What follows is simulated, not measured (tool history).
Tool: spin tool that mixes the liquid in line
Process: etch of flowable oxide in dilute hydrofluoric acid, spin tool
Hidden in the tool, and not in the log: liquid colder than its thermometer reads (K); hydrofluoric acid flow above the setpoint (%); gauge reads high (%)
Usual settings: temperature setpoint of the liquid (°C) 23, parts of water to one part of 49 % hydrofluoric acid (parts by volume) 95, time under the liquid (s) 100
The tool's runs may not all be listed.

run,hour,temperature setpoint of the liquid (°C),parts of water to one part of 49 % hydrofluoric acid (parts by volume),time under the liquid (s),wafers since the last listed run,hours since the thermometer was replaced,hours since the hydrofluoric acid flow meter was replaced,hours since the gauge calibration,"read-back film thickness of the flowable oxide reference wafer, read on the same gauge (nm)",thickness taken off the flowable oxide on a monitor wafer (Å)
1,0,23,95,100,0,279.7,1792.4,344.1,129.99,287.5
2,7.7,23,95,100,93,287.4,1800.1,351.8,130.02,285.8
3,24,23,95,100,198,303.7,1816.4,368.1,130.01,287.9
4,32,23,95,115,97,311.7,1824.4,376.1,130,325.6
5,40.3,23,95,100,100,320,1832.7,384.4,129.99,285.2
6,48.9,23,95,100,104,328.6,1841.3,393,130.01,287
7,60,23,95,100,135,339.7,1852.4,404.1,130,285.9
8,75,23,95,100,182,354.7,1867.4,419.1,130.01,285.3
# hour 78: gauge calibrated
9,85.4,23,95,100,126,365.1,1877.8,7.4,130,286.1
10,92.1,20.5,110,100,81,371.8,1884.5,14.1,130,221.9
11,100.7,20.5,110,100,104,380.4,1893.1,22.7,129.99,219.5
12,115.5,20.5,110,100,180,395.2,1907.9,37.5,129.99,217.2
13,123.5,23,95,100,97,403.2,1915.9,45.5,130.01,287
14,137.4,23,95,100,169,417.1,1929.8,59.4,130.02,284.6
15,143.8,23,95,100,77,423.5,1936.2,65.8,129.99,283.2
16,154.5,19.5,115,115,130,434.2,1946.9,76.5,130,229.4
# hour 164.7: thermometer replaced
17,169.3,27,95,45,167,4.6,1961.7,91.3,130,156.8
# hour 170.4: hydrofluoric acid flow meter replaced
18,177.5,21.5,110,155,87,12.8,7.1,99.5,130.01,327.7
19,183.6,25.5,95,100,74,18.9,13.2,105.6,130.01,294.3
20,192.6,19.5,60,160,109,27.9,22.2,114.6,129.99,602.3
21,205.4,23,80,140,155,40.7,35,127.4,129.99,447.4
22,218.5,25,45,70,159,53.8,48.1,140.5,130.01,449.1
23,230.5,23,140,80,145,65.8,60.1,152.5,129.98,135.3
24,244.6,23,95,100,171,79.9,74.2,166.6,130.01,264.5
25,252.6,20,50,75,97,87.9,82.2,174.6,130,348.3
26,268.9,23,60,100,198,104.2,98.5,190.9,129.97,438.5
27,285,26.5,115,155,195,120.3,114.6,207,129.99,377.2
28,294.9,23,95,100,120,130.2,124.5,216.9,130.01,263.8
29,308.2,23,95,100,161,143.5,137.8,230.2,130.01,264.4
30,316.4,21.5,80,65,99,151.7,146,238.4,130.01,194.4
31,323.7,23,140,50,88,159,153.3,245.7,130.01,84.4
32,334.9,23,95,100,136,170.2,164.5,256.9,129.99,265
33,349.7,21.5,80,65,180,185,179.3,271.7,130,193.2

The tool's hidden state at each run:
gauge reads high (%): 0 in every run
H1: liquid colder than its thermometer reads (K)
H2: hydrofluoric acid flow above the setpoint (%)
run,H1,H2
1,0.803,12
2,0.822,12.1
3,0.862,12.2
4,0.881,12.2
5,0.901,12.3
6,0.922,12.3
7,0.95,12.4
8,0.986,12.5
9,1.01,12.6
10,1.03,12.6
11,1.05,12.7
12,1.09,12.8
13,1.11,12.8
14,1.14,12.9
15,1.15,12.9
16,1.18,13
17,0.0463,13.1
18,0.0664,1.29
19,0.0813,1.33
20,0.103,1.38
21,0.135,1.46
22,0.167,1.54
23,0.196,1.61
24,0.231,1.7
25,0.25,1.75
26,0.29,1.85
27,0.33,1.95
28,0.354,2.01
29,0.386,2.09
30,0.406,2.14
31,0.424,2.19
32,0.452,2.26
33,0.488,2.35

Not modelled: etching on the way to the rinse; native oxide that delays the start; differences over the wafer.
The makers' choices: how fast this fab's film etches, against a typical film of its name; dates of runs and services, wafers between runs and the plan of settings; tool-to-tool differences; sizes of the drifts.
